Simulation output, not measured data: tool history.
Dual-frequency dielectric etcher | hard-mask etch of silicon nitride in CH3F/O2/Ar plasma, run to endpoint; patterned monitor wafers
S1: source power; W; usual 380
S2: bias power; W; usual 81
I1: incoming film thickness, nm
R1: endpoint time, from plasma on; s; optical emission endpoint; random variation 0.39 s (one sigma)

run,hour,S1,S2,I1,R1
1,0,380,73,42.66,63.8
2,68.4,380,73,42.46,63.4
3,136.3,380,73,42.45,63.8
# hour 235.7: wet clean of the chamber
4,236.2,380,81,42.06,59.4
5,263.8,380,81,42.49,59.8
6,544.2,380,81,42.38,59.7
7,635.7,380,81,42.29,59.7
8,673,380,81,42.47,60
9,711.6,450,81,42.54,55.1
10,781,450,81,42.41,55.1
11,877.7,440,81,43.04,56.6
# hour 961.5: wet clean of the chamber
12,964.7,440,81,42,55.1
13,1069.4,380,81,42.13,60
14,1133.1,320,61,42.74,76.7
15,1230,380,101,42.5,54.1
16,1302,380,81,42.51,59.8
17,1371.8,330,81,42.36,64.3
18,1434.6,290,89,43.22,67.9
# hour 1457.6: bias power generator calibrated
# hour 1468.2: source power generator calibrated
# hour 1470.9: upper electrode replaced
19,1479.8,380,93,42.54,57
20,1529.2,380,81,42.57,60.5
21,1589.5,350,66,42.1,69.5
# hour 1637.6: wet clean of the chamber
22,1653,350,88,42.39,60
23,1697.4,380,92,42.68,57.2
24,1772.6,380,81,42.53,59.7
25,1809.4,380,81,42.28,60.4
26,1884.4,290,81,42.23,69.3
27,1939.5,410,81,42.48,58
28,2027.5,430,68,42.6,61.4
29,2126.2,380,81,42.44,59.7
30,2200.9,340,90,42.55,60.7
31,2334,340,93,42.71,60.5
# hour 2363.9: wet clean of the chamber
32,2416.5,380,81,42.34,59.6
33,2458.5,380,81,42.86,60.7
34,2560.6,380,81,42.21,60.2
35,2615,380,70,42.67,65

The tool's hidden state at each run:
etch rate over this chamber's usual, %: 0 in every run
source power that arrives over what is set, %: 0 in every run
bias power that arrives over what is set, %: 0 in every run

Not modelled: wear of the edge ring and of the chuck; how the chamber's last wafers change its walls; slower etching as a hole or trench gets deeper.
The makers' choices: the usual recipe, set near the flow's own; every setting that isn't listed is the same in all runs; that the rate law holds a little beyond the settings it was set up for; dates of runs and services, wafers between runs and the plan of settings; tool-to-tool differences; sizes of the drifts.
